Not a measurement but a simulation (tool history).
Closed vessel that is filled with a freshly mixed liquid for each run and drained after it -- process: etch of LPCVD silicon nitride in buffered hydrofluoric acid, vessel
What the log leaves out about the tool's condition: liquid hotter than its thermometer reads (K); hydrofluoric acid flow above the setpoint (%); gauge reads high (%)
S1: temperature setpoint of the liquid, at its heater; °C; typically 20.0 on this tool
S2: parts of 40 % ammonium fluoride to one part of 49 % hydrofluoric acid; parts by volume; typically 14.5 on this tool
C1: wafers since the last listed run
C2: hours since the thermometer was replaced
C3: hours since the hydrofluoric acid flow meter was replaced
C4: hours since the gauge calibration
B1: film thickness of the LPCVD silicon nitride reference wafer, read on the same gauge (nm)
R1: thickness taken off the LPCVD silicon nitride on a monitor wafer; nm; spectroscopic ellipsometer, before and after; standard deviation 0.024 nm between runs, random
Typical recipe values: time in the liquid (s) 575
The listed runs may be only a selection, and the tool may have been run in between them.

Run 1, hour 0.0: usual settings but time in the liquid (s) 400; C1 0; C2 729.7; C3 326.0; C4 559.0; B1 90.022. Result: R1 3.816 nm.
Run 2, hour 32.2: usual settings but time in the liquid (s) 400; C1 2407; C2 761.9; C3 358.2; C4 591.2; B1 90.014. Result: R1 3.788 nm.
Run 3, hour 80.6: usual settings but time in the liquid (s) 400; C1 3618; C2 810.3; C3 406.6; C4 639.6; B1 90.021. Result: R1 3.816 nm.
Run 4, hour 112.2: usual settings; C1 2362; C2 841.9; C3 438.2; C4 671.2; B1 89.997. Result: R1 5.471 nm.
Run 5, hour 182.4: usual settings; C1 5248; C2 912.1; C3 508.4; C4 741.4; B1 90.006. Result: R1 5.468 nm.
Run 6, hour 244.1: usual settings; C1 4612; C2 973.8; C3 570.1; C4 803.1; B1 89.982. Result: R1 5.491 nm.
Run 7, hour 310.5: usual settings; C1 4963; C2 1040.2; C3 636.5; C4 869.5; B1 90.032. Result: R1 5.515 nm.
Run 8, hour 364.0: usual settings but S2 11.0 parts by volume, time in the liquid (s) 460; C1 3999; C2 1093.7; C3 690.0; C4 923.0; B1 90.001. Result: R1 5.806 nm.
Run 9, hour 432.4: usual settings; C1 5113; C2 1162.1; C3 758.4; C4 991.4; B1 90.002. Result: R1 5.505 nm.
Run 10, hour 462.1: usual settings; C1 2220; C2 1191.8; C3 788.1; C4 1021.1; B1 89.987. Result: R1 5.550 nm.
Run 11, hour 501.7: usual settings but S2 11.0 parts by volume; C1 2960; C2 1231.4; C3 827.7; C4 1060.7; B1 89.973. Result: R1 7.239 nm.
Run 12, hour 549.3: usual settings but time in the liquid (s) 335; C1 3558; C2 1279.0; C3 875.3; C4 1108.3; B1 90.014. Result: R1 3.247 nm.
At hour 577.2: gauge calibrated.
At hour 599.4: thermometer replaced.
At hour 607.2: hydrofluoric acid flow meter replaced.
Run 13, hour 620.3: usual settings but S1 23.0 °C, S2 20.0 parts by volume, time in the liquid (s) 470; C1 5158; C2 20.9; C3 13.1; C4 43.1; B1 90.005. Result: R1 3.768 nm.
Run 14, hour 661.5: usual settings but S2 18.5 parts by volume; C1 3080; C2 62.1; C3 54.3; C4 84.3; B1 90.001. Result: R1 4.260 nm.
Run 15, hour 720.1: usual settings but S1 24.5 °C, S2 16.5 parts by volume; C1 4380; C2 120.7; C3 112.9; C4 142.9; B1 90.006. Result: R1 6.128 nm.
Run 16, hour 753.7: usual settings but S1 17.5 °C, time in the liquid (s) 285; C1 2511; C2 154.3; C3 146.5; C4 176.5; B1 89.995. Result: R1 2.349 nm.
Run 17, hour 797.9: usual settings; C1 3304; C2 198.5; C3 190.7; C4 220.7; B1 89.986. Result: R1 5.452 nm.
Run 18, hour 836.4: usual settings; C1 2878; C2 237.0; C3 229.2; C4 259.2; B1 89.981. Result: R1 5.443 nm.
Run 19, hour 867.9: usual settings but S1 23.0 °C; C1 2354; C2 268.5; C3 260.7; C4 290.7; B1 90.009. Result: R1 6.420 nm.
Run 20, hour 910.4: usual settings; C1 3177; C2 311.0; C3 303.2; C4 333.2; B1 90.026. Result: R1 5.465 nm.
Run 21, hour 935.4: usual settings but S1 24.5 °C, S2 19.0 parts by volume; C1 1868; C2 336.0; C3 328.2; C4 358.2; B1 89.994. Result: R1 5.322 nm.
Run 22, hour 986.3: usual settings; C1 3805; C2 386.9; C3 379.1; C4 409.1; B1 89.981. Result: R1 5.460 nm.
Run 23, hour 1049.0: usual settings but S1 17.0 °C, S2 17.0 parts by volume; C1 4687; C2 449.6; C3 441.8; C4 471.8; B1 89.987. Result: R1 3.955 nm.
Run 24, hour 1109.4: usual settings but S1 25.0 °C, S2 20.0 parts by volume; C1 4515; C2 510.0; C3 502.2; C4 532.2; B1 90.018. Result: R1 5.289 nm.
Run 25, hour 1158.1: usual settings; C1 3640; C2 558.7; C3 550.9; C4 580.9; B1 89.968. Result: R1 5.502 nm.

5 options for the next run, each taken on its own from the tool as it stands now. Forecast them:
Run A, hour 1158.9: usual settings; C1 59; C2 559.5; C3 551.7; C4 581.7; B1 ?. Result: R1 ?.
Run B, hour 1158.9: usual settings but S2 19.0 parts by volume, time in the liquid (s) 670; C1 59; C2 559.5; C3 551.7; C4 581.7; B1 ?. Result: R1 ?.
Run C, hour 1158.9: usual settings but S1 18.5 °C, S2 11.5 parts by volume, time in the liquid (s) 725; C1 59; C2 559.5; C3 551.7; C4 581.7; B1 ?. Result: R1 ?.
Run D, hour 1158.9: usual settings but S1 17.0 °C, S2 18.5 parts by volume, time in the liquid (s) 415; C1 59; C2 559.5; C3 551.7; C4 581.7; B1 ?. Result: R1 ?.
Run E, hour 1158.9: usual settings but S1 23.0 °C, time in the liquid (s) 685; C1 59; C2 559.5; C3 551.7; C4 581.7; B1 ?. Result: R1 ?.

run      B1     R1
  A  89.976  5.505
  B  89.976  4.915
  C  89.976  8.005
  D  89.976  2.637
  E  89.976  7.747
With no hidden state in the tool, these same runs would have given:
run     R1
  A  5.367
  B  4.791
  C  7.805
  D  2.570
  E  7.552

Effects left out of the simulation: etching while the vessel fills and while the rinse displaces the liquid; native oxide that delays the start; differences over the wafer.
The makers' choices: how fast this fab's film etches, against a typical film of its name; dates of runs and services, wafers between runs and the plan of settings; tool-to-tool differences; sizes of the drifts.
